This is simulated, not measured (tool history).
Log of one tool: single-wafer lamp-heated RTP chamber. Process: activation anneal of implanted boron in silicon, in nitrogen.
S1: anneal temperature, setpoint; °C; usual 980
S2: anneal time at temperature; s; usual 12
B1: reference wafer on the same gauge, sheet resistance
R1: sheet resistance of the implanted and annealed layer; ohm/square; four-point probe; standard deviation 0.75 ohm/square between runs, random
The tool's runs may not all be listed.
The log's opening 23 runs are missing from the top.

run 24 hour=275.8 | S1=990 S2=18 | B1=576.83 | R1=487.59
run 25 hour=293.2 | S1=991 S2=16 | B1=576.54 | R1=486.27
run 26 hour=303.6 | S1=980 S2=12 | B1=576.90 | R1=492.80
run 27 hour=314.9 | S1=969 S2=5 | B1=577.41 | R1=504.82
run 28 hour=327.1 | S1=960 S2=16 | B1=577.02 | R1=508.07
run 29 hour=341.4 | S1=980 S2=12 | B1=576.93 | R1=492.89
run 30 hour=358.8 | S1=980 S2=12 | B1=577.02 | R1=491.52
run 31 hour=377.4 | S1=980 S2=12 | B1=576.74 | R1=491.69
run 32 hour=393.7 | S1=963 S2=8 | B1=577.08 | R1=509.48
run 33 hour=410.4 | S1=996 S2=12 | B1=576.82 | R1=486.50

Consider 5 possible next runs. They are alternatives, not a sequence: every one starts from the tool as it was left by run 33. What does each give?
run A hour=410.8 | S1=980 S2=6 | B1=? | R1=?
run B hour=410.8 | S1=1001 S2=16 | B1=? | R1=?
run C hour=410.8 | S1=980 S2=7 | B1=? | R1=?
run D hour=410.8 | S1=988 S2=7 | B1=? | R1=?
run E hour=410.8 | S1=960 S2=15 | B1=? | R1=?

run=A B1=577.17 R1=495.23
run=B B1=577.17 R1=483.59
run=C B1=577.17 R1=494.48
run=D B1=577.17 R1=490.77
run=E B1=577.17 R1=507.93
Had the tool no hidden state, the same runs would have come out as:
run=A R1=496.74
run=B R1=484.10
run=C R1=495.96
run=D R1=491.78
run=E R1=511.72
